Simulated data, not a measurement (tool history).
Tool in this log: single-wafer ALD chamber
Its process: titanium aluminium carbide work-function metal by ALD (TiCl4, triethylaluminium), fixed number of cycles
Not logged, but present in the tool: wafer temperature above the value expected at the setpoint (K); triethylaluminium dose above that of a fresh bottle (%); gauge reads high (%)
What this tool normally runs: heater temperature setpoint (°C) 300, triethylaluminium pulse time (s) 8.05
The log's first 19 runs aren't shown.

| run | day | heater temperature setpoint (°C) | triethylaluminium pulse time (s) | wafers since the last listed run | hours since the last thermocouple change | hours since the last triethylaluminium bottle change | hours since the showerhead was replaced | hours since the gauge calibration | read-back reference wafer on the same gauge, thickness_nm | mean film thickness on the monitor wafer (Å) |
|---|---|---|---|---|---|---|---|---|---|---|
| 20 | 18.683 | 289 | 8.05 | 172 | 111.6 | 268.9 | 375.0 | 153.2 | 1.979 | 18.16 |
| 21 | 19.604 | 290 | 10.07 | 199 | 133.7 | 291.0 | 397.1 | 175.3 | 1.980 | 18.77 |
| 22 | 20.971 | 306 | 5.11 | 296 | 166.5 | 323.8 | 429.9 | 208.1 | 1.979 | 18.06 |
| 23 | 21.908 | 294 | 10.85 | 203 | 189.0 | 346.3 | 452.4 | 230.6 | 1.981 | 19.29 |
| 24 | 22.667 | 313 | 7.22 | 164 | 207.2 | 364.5 | 470.6 | 248.8 | 1.981 | 20.01 |
| 25 | 23.258 | 296 | 8.05 | 128 | 221.4 | 378.7 | 484.8 | 263.0 | 1.980 | 18.83 |
| 26 | 24.442 | 300 | 8.05 | 256 | 249.8 | 407.1 | 513.2 | 291.4 | 1.979 | 19.19 |
| 27 | 25.379 | 300 | 8.05 | 203 | 272.3 | 429.6 | 535.7 | 313.9 | 1.980 | 19.20 |
| 28 | 26.517 | 289 | 9.21 | 246 | 299.6 | 456.9 | 563.0 | 341.2 | 1.979 | 18.51 |
| 29 | 27.467 | 307 | 5.06 | 205 | 322.4 | 479.7 | 585.8 | 364.0 | 1.980 | 18.17 |

What will run 30 give?
| 30 | 28.238 | 306 | 6.28 | 167 | 340.9 | 498.2 | 604.3 | 382.5 | ? | ? |

{"run 30": {"read-back reference wafer on the same gauge, thickness_nm": 1.98, "mean film thickness on the monitor wafer (Å)": 18.92}}
With the hidden condition absent and the run-to-run variation left alone, this run would have shown mean film thickness on the monitor wafer (Å) 18.85.
